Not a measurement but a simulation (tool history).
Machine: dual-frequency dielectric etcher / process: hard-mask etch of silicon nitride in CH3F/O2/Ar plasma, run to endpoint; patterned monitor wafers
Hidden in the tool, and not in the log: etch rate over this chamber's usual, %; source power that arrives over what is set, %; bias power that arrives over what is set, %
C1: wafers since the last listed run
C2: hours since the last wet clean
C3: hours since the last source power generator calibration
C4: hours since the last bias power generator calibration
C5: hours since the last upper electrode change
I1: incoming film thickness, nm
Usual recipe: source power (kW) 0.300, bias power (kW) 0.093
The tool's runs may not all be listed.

{"run": 1, "hour": 0.0, "source power (kW)": 0.3, "bias power (kW)": 0.093, "C1": 0, "C2": 115.1, "C3": 2718.9, "C4": 1763.3, "C5": 4249.1, "I1": 34.84, "endpoint time (s)": 52.4}
{"run": 2, "hour": 38.0, "source power (kW)": 0.3, "bias power (kW)": 0.093, "C1": 548, "C2": 153.1, "C3": 2756.9, "C4": 1801.3, "C5": 4287.1, "I1": 35.01, "endpoint time (s)": 52.8}
{"run": 3, "hour": 136.3, "source power (kW)": 0.3, "bias power (kW)": 0.093, "C1": 1417, "C2": 251.4, "C3": 2855.2, "C4": 1899.6, "C5": 4385.4, "I1": 34.79, "endpoint time (s)": 52.1}
{"run": 4, "hour": 185.6, "source power (kW)": 0.26, "bias power (kW)": 0.093, "C1": 711, "C2": 300.7, "C3": 2904.5, "C4": 1948.9, "C5": 4434.7, "I1": 34.71, "endpoint time (s)": 55.0}
{"run": 5, "hour": 258.4, "source power (kW)": 0.26, "bias power (kW)": 0.093, "C1": 1050, "C2": 373.5, "C3": 2977.3, "C4": 2021.7, "C5": 4507.5, "I1": 34.67, "endpoint time (s)": 54.9}
{"run": 6, "hour": 322.6, "source power (kW)": 0.3, "bias power (kW)": 0.093, "C1": 926, "C2": 437.7, "C3": 3041.5, "C4": 2085.9, "C5": 4571.7, "I1": 34.73, "endpoint time (s)": 51.6}
{"hour": 356.3, "done": "wet clean of the chamber"}
{"run": 7, "hour": 403.3, "source power (kW)": 0.3, "bias power (kW)": 0.093, "C1": 817, "C2": 47.0, "C3": 3122.2, "C4": 2166.6, "C5": 4652.4, "I1": 34.97, "endpoint time (s)": 53.0}
{"run": 8, "hour": 471.1, "source power (kW)": 0.3, "bias power (kW)": 0.093, "C1": 977, "C2": 114.8, "C3": 3190.0, "C4": 2234.4, "C5": 4720.2, "I1": 34.71, "endpoint time (s)": 52.7}
{"run": 9, "hour": 564.4, "source power (kW)": 0.3, "bias power (kW)": 0.078, "C1": 1345, "C2": 208.1, "C3": 3283.3, "C4": 2327.7, "C5": 4813.5, "I1": 34.9, "endpoint time (s)": 54.4}
{"run": 10, "hour": 600.7, "source power (kW)": 0.26, "bias power (kW)": 0.11, "C1": 523, "C2": 244.4, "C3": 3319.6, "C4": 2364.0, "C5": 4849.8, "I1": 34.92, "endpoint time (s)": 53.5}
{"run": 11, "hour": 704.3, "source power (kW)": 0.26, "bias power (kW)": 0.085, "C1": 1494, "C2": 348.0, "C3": 3423.2, "C4": 2467.6, "C5": 4953.4, "I1": 34.74, "endpoint time (s)": 56.1}
{"hour": 730.6, "done": "source power generator calibrated"}
{"run": 12, "hour": 767.3, "source power (kW)": 0.33, "bias power (kW)": 0.105, "C1": 851, "C2": 411.0, "C3": 36.7, "C4": 2530.6, "C5": 5016.4, "I1": 34.5, "endpoint time (s)": 48.6}
{"hour": 818.9, "done": "bias power generator calibrated"}
{"run": 13, "hour": 819.4, "source power (kW)": 0.3, "bias power (kW)": 0.093, "C1": 693, "C2": 463.1, "C3": 88.8, "C4": 0.5, "C5": 5068.5, "I1": 34.56, "endpoint time (s)": 51.6}
{"hour": 861.7, "done": "upper electrode replaced"}
{"hour": 888.5, "done": "wet clean of the chamber"}
{"run": 14, "hour": 889.0, "source power (kW)": 0.28, "bias power (kW)": 0.093, "C1": 311, "C2": 0.5, "C3": 158.4, "C4": 70.1, "C5": 27.3, "I1": 34.84, "endpoint time (s)": 54.4}
{"run": 15, "hour": 934.0, "source power (kW)": 0.25, "bias power (kW)": 0.073, "C1": 649, "C2": 45.5, "C3": 203.4, "C4": 115.1, "C5": 72.3, "I1": 35.39, "endpoint time (s)": 60.1}
{"run": 16, "hour": 999.3, "source power (kW)": 0.3, "bias power (kW)": 0.093, "C1": 941, "C2": 110.8, "C3": 268.7, "C4": 180.4, "C5": 137.6, "I1": 34.83, "endpoint time (s)": 52.6}
{"run": 17, "hour": 1221.9, "source power (kW)": 0.24, "bias power (kW)": 0.093, "C1": 3210, "C2": 333.4, "C3": 491.3, "C4": 403.0, "C5": 360.2, "I1": 34.63, "endpoint time (s)": 56.3}
{"run": 18, "hour": 1283.2, "source power (kW)": 0.38, "bias power (kW)": 0.093, "C1": 884, "C2": 394.7, "C3": 552.6, "C4": 464.3, "C5": 421.5, "I1": 34.7, "endpoint time (s)": 47.0}
{"run": 19, "hour": 1336.7, "source power (kW)": 0.3, "bias power (kW)": 0.093, "C1": 771, "C2": 448.2, "C3": 606.1, "C4": 517.8, "C5": 475.0, "I1": 35.07, "endpoint time (s)": 52.3}

A few steps of endpoint time (s) between consecutive runs. Split each: what settings, incoming material and random variation would produce without the hidden state, and what is left over for the hidden state, along with gauge scatter present in only one of the two compared results (measured, and without hidden state):
Run 6 -> 7: wet clean of the chamber. endpoint time (s) +1.4: hidden state +0.9, all else +0.5.
Run 17 -> 18: source power (kW) 0.240 -> 0.380. endpoint time (s) -9.3: hidden state +0.0, all else -9.3.

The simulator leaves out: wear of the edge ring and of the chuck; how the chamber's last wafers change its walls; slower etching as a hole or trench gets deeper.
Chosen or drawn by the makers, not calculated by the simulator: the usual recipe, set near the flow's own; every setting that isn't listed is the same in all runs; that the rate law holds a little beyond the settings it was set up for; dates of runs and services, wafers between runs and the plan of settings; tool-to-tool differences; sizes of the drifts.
